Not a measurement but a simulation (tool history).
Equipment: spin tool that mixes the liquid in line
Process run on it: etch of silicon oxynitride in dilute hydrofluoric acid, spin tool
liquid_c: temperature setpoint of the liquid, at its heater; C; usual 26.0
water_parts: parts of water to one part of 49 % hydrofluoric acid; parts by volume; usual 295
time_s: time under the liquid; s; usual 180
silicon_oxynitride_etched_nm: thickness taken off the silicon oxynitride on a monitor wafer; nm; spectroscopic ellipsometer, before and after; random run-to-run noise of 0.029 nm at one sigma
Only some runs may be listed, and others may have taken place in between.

| run | day | liquid_c | water_parts | time_s | wafers since the last listed run | hours since the thermometer was replaced | hours since the hydrofluoric acid flow meter was replaced | hours since the gauge calibration | read-back film thickness of the silicon oxynitride reference wafer, read on the same gauge (nm) | silicon_oxynitride_etched_nm |
|---|---|---|---|---|---|---|---|---|---|---|
| 1 | 0.000 | 24.5 | 295 | 180 | 0 | 372.7 | 169.0 | 349.4 | 39.950 | 2.370 |
| 2 | 8.092 | 24.5 | 295 | 180 | 1465 | 566.9 | 363.2 | 543.6 | 40.048 | 2.372 |
| 3 | 11.662 | 24.5 | 295 | 180 | 646 | 652.6 | 448.9 | 629.3 | 40.019 | 2.395 |
| 4 | 15.742 | 26.0 | 295 | 255 | 738 | 750.5 | 546.8 | 727.2 | 39.986 | 3.591 |
| 5 | 18.029 | 26.0 | 295 | 180 | 414 | 805.4 | 601.7 | 782.1 | 40.001 | 2.509 |
|  | 19.533 | thermometer replaced |
| 6 | 20.967 | 26.0 | 295 | 180 | 524 | 34.4 | 672.2 | 852.6 | 39.979 | 2.520 |
| 7 | 24.362 | 26.0 | 295 | 180 | 614 | 115.9 | 753.7 | 934.1 | 39.971 | 2.543 |
| 8 | 28.396 | 26.0 | 295 | 180 | 730 | 212.7 | 850.5 | 1030.9 | 39.995 | 2.551 |
| 9 | 30.171 | 26.0 | 295 | 180 | 321 | 255.3 | 893.1 | 1073.5 | 39.999 | 2.501 |
| 10 | 33.096 | 26.0 | 295 | 180 | 529 | 325.5 | 963.3 | 1143.7 | 40.037 | 2.539 |
| 11 | 37.346 | 23.0 | 295 | 115 | 769 | 427.5 | 1065.3 | 1245.7 | 40.013 | 1.447 |
| 12 | 41.188 | 23.0 | 295 | 115 | 695 | 519.7 | 1157.5 | 1337.9 | 39.957 | 1.414 |
|  | 41.233 | gauge calibrated |
| 13 | 43.558 | 26.0 | 295 | 180 | 429 | 576.6 | 1214.4 | 55.8 | 39.990 | 2.595 |
| 14 | 46.346 | 26.0 | 350 | 230 | 504 | 643.5 | 1281.3 | 122.7 | 40.012 | 2.623 |
| 15 | 49.567 | 26.0 | 295 | 180 | 583 | 720.8 | 1358.6 | 200.0 | 39.961 | 2.536 |
| 16 | 52.704 | 26.0 | 210 | 180 | 568 | 796.1 | 1433.9 | 275.3 | 40.014 | 3.768 |
|  | 54.675 | thermometer replaced |
|  | 55.592 | hydrofluoric acid flow meter replaced |
| 17 | 55.738 | 28.5 | 295 | 180 | 534 | 25.5 | 3.5 | 348.1 | 39.957 | 2.783 |
| 18 | 59.838 | 26.0 | 295 | 180 | 742 | 123.9 | 101.9 | 446.5 | 39.985 | 2.532 |
| 19 | 62.279 | 24.5 | 345 | 180 | 442 | 182.5 | 160.5 | 505.1 | 39.976 | 1.967 |
| 20 | 64.329 | 24.0 | 295 | 180 | 371 | 231.7 | 209.7 | 554.3 | 39.940 | 2.339 |
| 21 | 68.392 | 26.0 | 295 | 180 | 735 | 329.2 | 307.2 | 651.8 | 40.002 | 2.528 |
| 22 | 71.192 | 26.0 | 245 | 150 | 507 | 396.4 | 374.4 | 719.0 | 40.002 | 2.644 |
| 23 | 73.429 | 29.0 | 295 | 235 | 405 | 450.1 | 428.1 | 772.7 | 39.992 | 3.705 |
| 24 | 76.462 | 28.5 | 295 | 80 | 549 | 522.9 | 500.9 | 845.5 | 39.976 | 1.260 |
| 25 | 79.146 | 23.5 | 295 | 230 | 485 | 587.3 | 565.3 | 909.9 | 40.015 | 2.871 |
| 26 | 83.121 | 23.5 | 295 | 180 | 719 | 682.7 | 660.7 | 1005.3 | 39.969 | 2.271 |
|  | 83.592 | thermometer replaced |
| 27 | 84.638 | 26.0 | 405 | 180 | 267 | 25.1 | 697.1 | 1041.7 | 39.999 | 1.704 |

Hidden condition of the tool, last listed run before each entry between runs versus first listed run after:
From run 5 to run 6: thermometer replaced (day 19.533)
  no hidden state differs between the two runs
From run 12 to run 13: gauge calibrated (day 41.233)
  no hidden state differs between the two runs
From run 16 to run 17: thermometer replaced (day 54.675); hydrofluoric acid flow meter replaced (day 55.592)
  no hidden state differs between the two runs
From run 26 to run 27: thermometer replaced (day 83.592)
  no hidden state differs between the two runs
